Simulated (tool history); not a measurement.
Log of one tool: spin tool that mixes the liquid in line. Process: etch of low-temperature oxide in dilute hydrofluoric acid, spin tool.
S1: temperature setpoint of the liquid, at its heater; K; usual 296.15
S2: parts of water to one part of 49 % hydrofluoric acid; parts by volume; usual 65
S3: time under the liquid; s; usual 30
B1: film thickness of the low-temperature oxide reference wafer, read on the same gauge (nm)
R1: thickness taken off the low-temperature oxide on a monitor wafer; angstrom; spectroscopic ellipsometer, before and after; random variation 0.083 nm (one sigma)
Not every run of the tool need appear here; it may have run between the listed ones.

| run | day | S1 | S2 | S3 | B1 | R1 |
|---|---|---|---|---|---|---|
| 1 | 0.000 | 296.15 | 65 | 30 | 119.97 | 93.9 |
| 2 | 4.108 | 296.15 | 65 | 30 | 119.97 | 93.4 |
| 3 | 7.700 | 296.15 | 85 | 30 | 119.98 | 71.5 |
|  | 11.979 | thermometer replaced |
| 4 | 12.162 | 296.15 | 85 | 30 | 120.00 | 72.4 |
| 5 | 15.304 | 296.15 | 65 | 30 | 120.01 | 97.0 |
| 6 | 18.496 | 296.15 | 65 | 30 | 120.02 | 97.6 |
| 7 | 20.100 | 296.15 | 65 | 30 | 120.02 | 96.2 |
| 8 | 22.346 | 296.15 | 65 | 30 | 119.99 | 99.4 |
| 9 | 24.971 | 296.15 | 65 | 30 | 120.07 | 98.9 |
| 10 | 27.946 | 296.15 | 65 | 30 | 120.00 | 98.9 |
| 11 | 29.512 | 296.15 | 75 | 30 | 120.02 | 86.4 |
| 12 | 31.733 | 296.15 | 65 | 30 | 119.95 | 101.4 |
| 13 | 33.950 | 296.15 | 65 | 30 | 119.98 | 99.6 |
| 14 | 36.338 | 296.15 | 65 | 30 | 119.98 | 102.7 |
| 15 | 39.517 | 292.15 | 65 | 30 | 120.01 | 86.1 |
|  | 40.708 | hydrofluoric acid flow meter replaced |
|  | 42.142 | gauge calibrated |
| 16 | 43.025 | 298.15 | 50 | 30 | 120.00 | 134.1 |
| 17 | 46.992 | 298.15 | 50 | 30 | 119.97 | 133.4 |
| 18 | 51.408 | 296.15 | 65 | 30 | 120.05 | 96.1 |
| 19 | 54.512 | 292.65 | 55 | 15 | 119.99 | 49.1 |
| 20 | 56.754 | 296.15 | 95 | 30 | 119.95 | 63.5 |
| 21 | 58.629 | 293.15 | 85 | 45 | 119.99 | 94.0 |
| 22 | 62.354 | 296.15 | 35 | 20 | 119.95 | 122.7 |
| 23 | 64.221 | 292.15 | 45 | 45 | 119.99 | 183.3 |
| 24 | 66.362 | 298.15 | 65 | 30 | 120.03 | 105.1 |
| 25 | 68.867 | 291.65 | 55 | 40 | 119.99 | 129.6 |
|  | 70.850 | thermometer replaced |
| 26 | 71.967 | 300.65 | 40 | 45 | 119.99 | 293.2 |
| 27 | 73.600 | 291.15 | 65 | 45 | 120.02 | 119.5 |
| 28 | 75.608 | 296.15 | 55 | 20 | 119.93 | 78.8 |
| 29 | 77.146 | 296.15 | 75 | 25 | 120.02 | 71.3 |
| 30 | 79.346 | 296.15 | 65 | 30 | 120.01 | 100.7 |
| 31 | 83.154 | 296.15 | 65 | 20 | 119.96 | 67.3 |
| 32 | 85.838 | 294.15 | 65 | 50 | 120.00 | 153.1 |

Below, some changes in R1 between adjacent runs. For each, the amount present without the hidden state too (settings, incoming material, random variation) and the amount remaining for the hidden state with gauge scatter not shared by both compared results:
Hidden conditions of the tool in this case: liquid colder than its thermometer reads (K); hydrofluoric acid flow above the setpoint (%); gauge reads high (%).
Run 25 -> 26: S1 291.65 -> 300.65, S2 55 -> 40, S3 40 -> 45, thermometer replaced. R1 +163.6 angstrom: hidden state +11.3, all else +152.3.
Run 26 -> 27: S1 300.65 -> 291.15, S2 40 -> 65. R1 -173.7 angstrom: hidden state -10.8, all else -162.9.
Run 31 -> 32: S1 296.15 -> 294.15, S3 20 -> 50. R1 +85.8 angstrom: hidden state +8.0, all else +77.8.

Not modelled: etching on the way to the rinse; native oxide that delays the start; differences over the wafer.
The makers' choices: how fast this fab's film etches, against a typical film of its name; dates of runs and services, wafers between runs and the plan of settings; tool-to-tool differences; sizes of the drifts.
